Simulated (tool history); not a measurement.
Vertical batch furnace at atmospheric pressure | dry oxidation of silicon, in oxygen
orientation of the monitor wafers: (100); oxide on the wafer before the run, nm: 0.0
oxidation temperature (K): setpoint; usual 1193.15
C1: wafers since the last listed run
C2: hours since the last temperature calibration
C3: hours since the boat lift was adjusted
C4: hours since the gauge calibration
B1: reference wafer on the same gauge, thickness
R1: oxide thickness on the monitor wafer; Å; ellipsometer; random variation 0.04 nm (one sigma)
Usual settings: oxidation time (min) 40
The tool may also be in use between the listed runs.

Run 1, hour 0: usual settings but oxidation temperature (K) 1202.15; C1 0; C2 656.3; C3 2531.8; C4 82.2; B1 13.9. Result: R1 186.9 Å.
Run 2, hour 164.5: usual settings but oxidation temperature (K) 1202.15; C1 1494; C2 820.8; C3 2696.3; C4 246.7; B1 13.89. Result: R1 186.2 Å.
Run 3, hour 233.5: usual settings but oxidation time (min) 29.5; C1 626; C2 889.8; C3 2765.3; C4 315.7; B1 13.9. Result: R1 139.4 Å.
Run 4, hour 266.7: usual settings but oxidation time (min) 29.5; C1 301; C2 923; C3 2798.5; C4 348.9; B1 13.9. Result: R1 139.8 Å.
Run 5, hour 331.1: usual settings but oxidation time (min) 50.5; C1 585; C2 987.4; C3 2862.9; C4 413.3; B1 13.91. Result: R1 200.3 Å.
Run 6, hour 360.7: usual settings but oxidation time (min) 50.5; C1 268; C2 1017; C3 2892.5; C4 442.9; B1 13.9. Result: R1 199.8 Å.
Run 7, hour 400.5: usual settings; C1 361; C2 1056.8; C3 2932.3; C4 482.7; B1 13.91. Result: R1 171.2 Å.
Run 8, hour 459.1: usual settings; C1 532; C2 1115.4; C3 2990.9; C4 541.3; B1 13.91. Result: R1 172.1 Å.
Run 9, hour 522: usual settings but oxidation time (min) 45.5; C1 571; C2 1178.3; C3 3053.8; C4 604.2; B1 13.9. Result: R1 186.5 Å.
Run 10, hour 551.2: usual settings but oxidation time (min) 25; C1 265; C2 1207.5; C3 3083; C4 633.4; B1 13.9. Result: R1 124.8 Å.
Run 11, hour 603.7: usual settings but oxidation temperature (K) 1181.15; C1 477; C2 1260; C3 3135.5; C4 685.9; B1 13.89. Result: R1 151.8 Å.
At hour 644: boat lift adjusted.
Run 12, hour 670.6: usual settings but oxidation time (min) 51; C1 389; C2 1326.9; C3 26.6; C4 752.8; B1 13.91. Result: R1 201.5 Å.
At hour 674.6: gauge calibrated.
Run 13, hour 737.6: usual settings; C1 608; C2 1393.9; C3 93.6; C4 63; B1 13.89. Result: R1 171 Å.
Run 14, hour 769.3: usual settings but oxidation temperature (K) 1170.15, oxidation time (min) 21; C1 288; C2 1425.6; C3 125.3; C4 94.7; B1 13.92. Result: R1 86.4 Å.
Run 15, hour 819.8: usual settings but oxidation time (min) 47; C1 458; C2 1476.1; C3 175.8; C4 145.2; B1 13.89. Result: R1 190.7 Å.
Run 16, hour 883.3: usual settings; C1 576; C2 1539.6; C3 239.3; C4 208.7; B1 13.91. Result: R1 171.2 Å.
Run 17, hour 939.6: usual settings but oxidation temperature (K) 1218.15, oxidation time (min) 54.5; C1 511; C2 1595.9; C3 295.6; C4 265; B1 13.91. Result: R1 270.1 Å.
Run 18, hour 983: usual settings but oxidation temperature (K) 1173.15, oxidation time (min) 24.5; C1 394; C2 1639.3; C3 339; C4 308.4; B1 13.91. Result: R1 99.7 Å.
At hour 1037.1: thermocouples replaced and temperature profile calibrated.
Run 19, hour 1041.2: usual settings but oxidation temperature (K) 1172.15, oxidation time (min) 31; C1 310; C2 4.1; C3 397.2; C4 366.6; B1 13.9. Result: R1 115.8 Å.
Run 20, hour 1087.7: usual settings but oxidation temperature (K) 1177.15, oxidation time (min) 56.5; C1 422; C2 50.6; C3 443.7; C4 413.1; B1 13.91. Result: R1 184 Å.
Run 21, hour 1125.5: usual settings but oxidation temperature (K) 1206.15; C1 343; C2 88.4; C3 481.5; C4 450.9; B1 13.9. Result: R1 193.4 Å.
Run 22, hour 1175.9: usual settings; C1 457; C2 138.8; C3 531.9; C4 501.3; B1 13.91. Result: R1 170.8 Å.
Run 23, hour 1221.5: usual settings but oxidation temperature (K) 1203.15; C1 414; C2 184.4; C3 577.5; C4 546.9; B1 13.89. Result: R1 188.3 Å.
Run 24, hour 1286.3: usual settings; C1 588; C2 249.2; C3 642.3; C4 611.7; B1 13.89. Result: R1 172.4 Å.
Run 25, hour 1354.5: usual settings but oxidation temperature (K) 1171.15, oxidation time (min) 34; C1 619; C2 317.4; C3 710.5; C4 679.9; B1 13.91. Result: R1 122 Å.
Run 26, hour 1398.7: usual settings but oxidation temperature (K) 1209.15, oxidation time (min) 26.5; C1 401; C2 361.6; C3 754.7; C4 724.1; B1 13.91. Result: R1 152.7 Å.

Forecast each of these 5 alternatives for the next run:
Run A, hour 1403.9: usual settings; C1 47; C2 366.8; C3 759.9; C4 729.3; B1 ?. Result: R1 ?.
Run B, hour 1403.9: usual settings but oxidation temperature (K) 1174.15, oxidation time (min) 57.5; C1 47; C2 366.8; C3 759.9; C4 729.3; B1 ?. Result: R1 ?.
Run C, hour 1403.9: usual settings but oxidation temperature (K) 1208.15, oxidation time (min) 29; C1 47; C2 366.8; C3 759.9; C4 729.3; B1 ?. Result: R1 ?.
Run D, hour 1403.9: usual settings but oxidation time (min) 21.5; C1 47; C2 366.8; C3 759.9; C4 729.3; B1 ?. Result: R1 ?.
Run E, hour 1403.9: usual settings but oxidation temperature (K) 1207.15, oxidation time (min) 27; C1 47; C2 366.8; C3 759.9; C4 729.3; B1 ?. Result: R1 ?.

run    B1     R1
  A  13.9  171.4
  B  13.9  180.2
  C  13.9  160.1
  D  13.9  112.6
  E  13.9    151
Without the tool's hidden state the same runs would have given:
run     R1
  A  171.4
  B  180.2
  C  160.1
  D  112.6
  E    151

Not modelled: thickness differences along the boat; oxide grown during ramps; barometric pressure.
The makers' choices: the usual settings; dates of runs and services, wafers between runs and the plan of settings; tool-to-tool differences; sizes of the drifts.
